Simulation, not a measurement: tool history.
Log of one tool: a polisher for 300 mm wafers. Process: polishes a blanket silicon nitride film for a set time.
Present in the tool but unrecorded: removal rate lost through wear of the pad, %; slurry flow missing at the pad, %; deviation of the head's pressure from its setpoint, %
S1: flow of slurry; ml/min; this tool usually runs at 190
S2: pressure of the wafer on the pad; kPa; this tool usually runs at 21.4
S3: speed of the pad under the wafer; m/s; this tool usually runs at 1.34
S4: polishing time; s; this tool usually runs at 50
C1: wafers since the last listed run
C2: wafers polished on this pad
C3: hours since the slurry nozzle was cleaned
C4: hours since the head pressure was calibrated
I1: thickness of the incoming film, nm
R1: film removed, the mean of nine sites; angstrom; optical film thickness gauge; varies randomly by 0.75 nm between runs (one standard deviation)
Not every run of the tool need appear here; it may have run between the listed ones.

run,hour,S1,S2,S3,S4,C1,C2,C3,C4,I1,R1
1,0.0,190,21.4,1.34,50,0,149,140.2,1344.2,901.7,865
2,19.1,190,21.4,1.34,50,279,429,159.3,1363.3,910.0,880
3,25.4,190,21.4,1.34,50,92,521,165.6,1369.6,904.2,871
4,40.9,145,21.4,1.34,50,227,749,181.1,1385.1,889.4,828
5,49.7,145,21.4,1.34,50,128,878,189.9,1393.9,899.6,831
# hour 57.9: slurry nozzle cleaned
6,58.4,145,21.4,1.34,50,112,990,0.5,1402.6,905.5,829
7,66.4,190,21.4,1.44,50,117,1108,8.5,1410.6,910.8,893
8,80.0,190,21.4,1.44,50,199,1307,22.1,1424.2,897.0,893
9,88.1,190,21.4,1.44,50,118,1426,30.2,1432.3,896.7,882
# hour 92.4: worn pad replaced by a new one
# hour 104.8: head pressure recalibrated
10,105.1,190,25.5,1.34,50,161,156,47.2,0.3,906.8,1197
11,117.9,190,25.5,1.34,50,187,344,60.0,13.1,902.6,1186
12,133.1,190,21.4,1.34,50,222,567,75.2,28.3,897.6,993
13,140.0,190,21.4,1.34,50,101,668,82.1,35.2,884.5,987
14,157.4,190,21.4,1.34,50,255,923,99.5,52.6,894.5,990
15,172.0,235,21.4,1.34,34,213,1137,114.1,67.2,901.4,693
16,179.0,190,21.4,1.34,50,102,1239,121.1,74.2,901.7,998
# hour 196.6: worn pad replaced by a new one
17,197.1,190,21.4,1.34,50,206,7,139.2,92.3,909.2,982
18,206.9,235,26.2,1.68,58,143,151,149.0,102.1,892.1,1638
19,240.9,255,21.4,0.94,50,498,649,183.0,136.1,910.7,882
# hour 247.8: slurry nozzle cleaned
20,251.4,190,21.4,1.34,50,139,789,3.6,146.6,886.3,988
21,269.3,190,14.5,1.54,50,262,1051,21.5,164.5,902.0,713
22,284.0,190,23.4,1.18,45,215,1266,36.2,179.2,903.4,927
23,293.8,190,21.4,1.34,63,143,1410,46.0,189.0,894.7,1238
24,303.8,220,28.3,1.18,50,146,1557,56.0,199.0,901.5,1238
25,319.2,190,21.4,0.90,50,225,1782,71.4,214.4,907.9,832
# hour 325.7: worn pad replaced by a new one
26,335.2,190,21.4,1.34,50,175,139,87.4,230.4,899.7,991
27,342.0,165,21.4,1.34,50,99,239,94.2,237.2,907.0,979
28,357.8,215,27.6,1.34,50,231,470,110.0,253.0,911.7,1286
29,374.4,215,14.5,0.94,50,243,713,126.6,269.6,917.5,584
30,391.3,190,26.9,1.34,50,247,961,143.5,286.5,892.2,1234
31,407.7,190,21.4,1.22,50,240,1201,159.9,302.9,897.5,933
32,420.0,190,21.4,1.34,50,180,1382,172.2,315.2,904.0,972
33,430.0,155,21.4,1.34,50,146,1528,182.2,325.2,902.1,943
# hour 435.4: slurry nozzle cleaned
34,437.7,190,21.4,0.98,50,98,1627,2.3,332.9,899.0,848
35,448.0,190,21.4,1.34,45,150,1777,12.6,343.2,908.7,879
# hour 456.7: worn pad replaced by a new one
36,457.2,240,18.6,1.34,50,76,7,21.8,352.4,889.5,867
37,472.7,130,15.2,1.08,32,227,234,37.3,367.9,901.0,375

Alternative continuations, all from the tool just after run 37; predict every row:
A,473.1,190,21.4,1.34,50,5,240,37.7,368.3,900.3,?
B,473.1,190,18.6,1.34,41,5,240,37.7,368.3,900.3,?
C,473.1,150,21.4,1.48,50,5,240,37.7,368.3,900.3,?
D,473.1,140,26.2,1.34,50,5,240,37.7,368.3,900.3,?

run,R1
A,981
B,700
C,998
D,1154
The same runs, with their run-to-run variation unchanged, on a tool lacking any hidden condition would have given:
run,R1
A,1007
B,719
C,1025
D,1185

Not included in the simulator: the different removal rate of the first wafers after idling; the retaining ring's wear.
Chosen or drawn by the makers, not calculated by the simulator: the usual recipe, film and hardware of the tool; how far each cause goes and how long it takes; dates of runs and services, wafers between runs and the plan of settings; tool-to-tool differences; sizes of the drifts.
